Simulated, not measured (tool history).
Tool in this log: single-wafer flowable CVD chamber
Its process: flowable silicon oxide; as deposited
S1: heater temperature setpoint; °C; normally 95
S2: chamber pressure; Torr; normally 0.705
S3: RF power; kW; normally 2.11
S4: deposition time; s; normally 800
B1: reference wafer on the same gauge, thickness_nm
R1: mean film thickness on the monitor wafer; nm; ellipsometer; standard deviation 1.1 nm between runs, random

{"run": 1, "hour": 0.0, "S1": 95, "S2": 0.705, "S3": 2.11, "S4": 800, "B1": 391.031, "R1": 471.57}
{"run": 2, "hour": 37.4, "S1": 95, "S2": 0.705, "S3": 2.11, "S4": 800, "B1": 390.786, "R1": 469.79}
{"run": 3, "hour": 101.0, "S1": 95, "S2": 0.705, "S3": 2.11, "S4": 722, "B1": 391.001, "R1": 425.433}
{"run": 4, "hour": 209.0, "S1": 95, "S2": 0.705, "S3": 2.11, "S4": 722, "B1": 391.174, "R1": 425.007}
{"run": 5, "hour": 253.8, "S1": 105, "S2": 0.765, "S3": 2.11, "S4": 716, "B1": 391.186, "R1": 311.55}
{"run": 6, "hour": 310.5, "S1": 85, "S2": 0.831, "S3": 2.11, "S4": 800, "B1": 391.156, "R1": 789.369}
{"run": 7, "hour": 422.8, "S1": 84, "S2": 0.705, "S3": 2.11, "S4": 800, "B1": 390.822, "R1": 692.154}
{"run": 8, "hour": 510.1, "S1": 95, "S2": 0.588, "S3": 2.11, "S4": 800, "B1": 390.976, "R1": 390.7}
{"run": 9, "hour": 598.8, "S1": 107, "S2": 0.705, "S3": 2.11, "S4": 845, "B1": 390.788, "R1": 313.252}
{"run": 10, "hour": 695.5, "S1": 106, "S2": 0.79, "S3": 2.35, "S4": 959, "B1": 391.109, "R1": 420.723}
{"hour": 702.6, "done": "gauge calibrated"}
{"hour": 768.9, "done": "thermocouple changed; heater temperature recalibrated"}
{"run": 11, "hour": 773.6, "S1": 95, "S2": 0.76, "S3": 2.35, "S4": 713, "B1": 390.777, "R1": 457.099}
{"run": 12, "hour": 826.1, "S1": 101, "S2": 0.705, "S3": 1.79, "S4": 694, "B1": 391.058, "R1": 310.382}
{"run": 13, "hour": 905.7, "S1": 82, "S2": 0.771, "S3": 2.375, "S4": 900, "B1": 390.892, "R1": 936.393}
{"hour": 927.6, "done": "RF generator calibrated"}
{"run": 14, "hour": 988.7, "S1": 82, "S2": 0.705, "S3": 1.735, "S4": 893, "B1": 391.116, "R1": 801.219}
{"run": 15, "hour": 1027.1, "S1": 95, "S2": 0.705, "S3": 2.11, "S4": 644, "B1": 391.152, "R1": 380.191}
{"run": 16, "hour": 1063.3, "S1": 101, "S2": 0.827, "S3": 1.8, "S4": 800, "B1": 390.945, "R1": 426.243}
{"run": 17, "hour": 1132.4, "S1": 88, "S2": 0.549, "S3": 2.485, "S4": 731, "B1": 391.124, "R1": 448.185}
{"run": 18, "hour": 1216.7, "S1": 95, "S2": 0.532, "S3": 2.11, "S4": 738, "B1": 391.018, "R1": 329.353}
{"run": 19, "hour": 1275.9, "S1": 95, "S2": 0.705, "S3": 2.11, "S4": 800, "B1": 391.053, "R1": 471.261}
{"run": 20, "hour": 1326.1, "S1": 95, "S2": 0.878, "S3": 2.285, "S4": 800, "B1": 390.886, "R1": 590.655}
{"hour": 1343.8, "done": "showerhead replaced"}
{"run": 21, "hour": 1402.1, "S1": 110, "S2": 0.783, "S3": 2.42, "S4": 671, "B1": 391.087, "R1": 254.334}
{"run": 22, "hour": 1489.2, "S1": 95, "S2": 0.705, "S3": 2.11, "S4": 800, "B1": 391.27, "R1": 468.89}
{"run": 23, "hour": 1591.6, "S1": 95, "S2": 0.705, "S3": 2.11, "S4": 800, "B1": 391.163, "R1": 467.691}
{"run": 24, "hour": 1694.8, "S1": 95, "S2": 0.705, "S3": 2.11, "S4": 800, "B1": 391.124, "R1": 464.452}
{"run": 25, "hour": 1785.5, "S1": 107, "S2": 0.574, "S3": 1.695, "S4": 880, "B1": 391.32, "R1": 252.469}
{"run": 26, "hour": 1879.2, "S1": 95, "S2": 0.705, "S3": 2.11, "S4": 800, "B1": 391.203, "R1": 466.627}
{"run": 27, "hour": 1956.9, "S1": 107, "S2": 0.705, "S3": 2.11, "S4": 845, "B1": 391.017, "R1": 311.545}
{"run": 28, "hour": 2063.8, "S1": 95, "S2": 0.705, "S3": 1.855, "S4": 717, "B1": 390.576, "R1": 406.342}
{"run": 29, "hour": 2142.0, "S1": 95, "S2": 0.588, "S3": 2.11, "S4": 800, "B1": 391.029, "R1": 388.382}

3 options for the next run, each taken on its own from the tool as it stands now. Forecast them:
{"run": "A", "hour": 2142.6, "S1": 95, "S2": 0.705, "S3": 1.91, "S4": 800, "B1": "?", "R1": "?"}
{"run": "B", "hour": 2142.6, "S1": 95, "S2": 0.813, "S3": 2.11, "S4": 800, "B1": "?", "R1": "?"}
{"run": "C", "hour": 2142.6, "S1": 95, "S2": 0.615, "S3": 2.11, "S4": 759, "B1": "?", "R1": "?"}

run=A B1=391.08 R1=455.275
run=B B1=391.08 R1=536.942
run=C B1=391.08 R1=386.527
What these runs would have given with no unlogged condition in the tool:
run=A R1=468.728
run=B R1=550.699
run=C R1=396.538
